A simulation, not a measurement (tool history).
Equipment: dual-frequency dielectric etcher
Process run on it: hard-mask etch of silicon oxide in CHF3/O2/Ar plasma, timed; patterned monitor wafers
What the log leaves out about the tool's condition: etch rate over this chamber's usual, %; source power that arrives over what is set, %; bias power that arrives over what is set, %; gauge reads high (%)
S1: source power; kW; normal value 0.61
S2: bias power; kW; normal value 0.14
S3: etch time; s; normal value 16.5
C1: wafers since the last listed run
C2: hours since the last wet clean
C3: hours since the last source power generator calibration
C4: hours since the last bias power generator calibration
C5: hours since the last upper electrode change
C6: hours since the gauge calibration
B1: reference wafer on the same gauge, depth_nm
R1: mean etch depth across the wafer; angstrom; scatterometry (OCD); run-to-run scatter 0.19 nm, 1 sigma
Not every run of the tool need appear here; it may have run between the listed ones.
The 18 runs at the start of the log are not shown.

-- hour=491.3 upper electrode replaced
run 19 hour=491.8 | S1=0.61 S2=0.14 S3=16.5 | C1=199 C2=186.5 C3=3830.8 C4=180.1 C5=0.5 C6=189 | B1=24.71 | R1=287.5
run 20 hour=503.9 | S1=0.72 S2=0.169 S3=16.5 | C1=187 C2=198.6 C3=3842.9 C4=192.2 C5=12.6 C6=201.1 | B1=24.7 | R1=338
-- hour=528.8 source power generator calibrated
run 21 hour=529.3 | S1=0.61 S2=0.14 S3=16.5 | C1=331 C2=224 C3=0.5 C4=217.6 C5=38 C6=226.5 | B1=24.71 | R1=289.1
run 22 hour=553.7 | S1=0.61 S2=0.14 S3=12 | C1=377 C2=248.4 C3=24.9 C4=242 C5=62.4 C6=250.9 | B1=24.68 | R1=208.1
run 23 hour=567 | S1=0.61 S2=0.14 S3=16.5 | C1=206 C2=261.7 C3=38.2 C4=255.3 C5=75.7 C6=264.2 | B1=24.69 | R1=288.8
run 24 hour=586.9 | S1=0.7 S2=0.162 S3=19.5 | C1=308 C2=281.6 C3=58.1 C4=275.2 C5=95.6 C6=284.1 | B1=24.71 | R1=388.8
run 25 hour=609.7 | S1=0.73 S2=0.125 S3=15 | C1=353 C2=304.4 C3=80.9 C4=298 C5=118.4 C6=306.9 | B1=24.68 | R1=272.5
run 26 hour=635.6 | S1=0.71 S2=0.157 S3=19.5 | C1=401 C2=330.3 C3=106.8 C4=323.9 C5=144.3 C6=332.8 | B1=24.72 | R1=381.9
run 27 hour=658.5 | S1=0.75 S2=0.14 S3=11.5 | C1=354 C2=353.2 C3=129.7 C4=346.8 C5=167.2 C6=355.7 | B1=24.7 | R1=221.9
run 28 hour=683 | S1=0.61 S2=0.157 S3=16.5 | C1=379 C2=377.7 C3=154.2 C4=371.3 C5=191.7 C6=380.2 | B1=24.68 | R1=307
run 29 hour=704.4 | S1=0.48 S2=0.109 S3=16.5 | C1=331 C2=399.1 C3=175.6 C4=392.7 C5=213.1 C6=401.6 | B1=24.71 | R1=230.8
run 30 hour=735.9 | S1=0.61 S2=0.14 S3=16.5 | C1=487 C2=430.6 C3=207.1 C4=424.2 C5=244.6 C6=433.1 | B1=24.7 | R1=294

Each row is a separate what-if for the run after 30, all from the same tool condition, not one after another. Results?
run A hour=736.3 | S1=0.47 S2=0.14 S3=16.5 | C1=6 C2=431 C3=207.5 C4=424.6 C5=245 C6=433.5 | B1=? | R1=?
run B hour=736.3 | S1=0.66 S2=0.14 S3=18.5 | C1=6 C2=431 C3=207.5 C4=424.6 C5=245 C6=433.5 | B1=? | R1=?
run C hour=736.3 | S1=0.74 S2=0.108 S3=12 | C1=6 C2=431 C3=207.5 C4=424.6 C5=245 C6=433.5 | B1=? | R1=?
run D hour=736.3 | S1=0.56 S2=0.127 S3=16.5 | C1=6 C2=431 C3=207.5 C4=424.6 C5=245 C6=433.5 | B1=? | R1=?

run=A B1=24.69 R1=256.2
run=B B1=24.69 R1=337.7
run=C B1=24.69 R1=205.1
run=D B1=24.69 R1=266.6
With no hidden state in the tool, these same runs would have given:
run=A R1=247.7
run=B R1=326.5
run=C R1=198.3
run=D R1=257.8
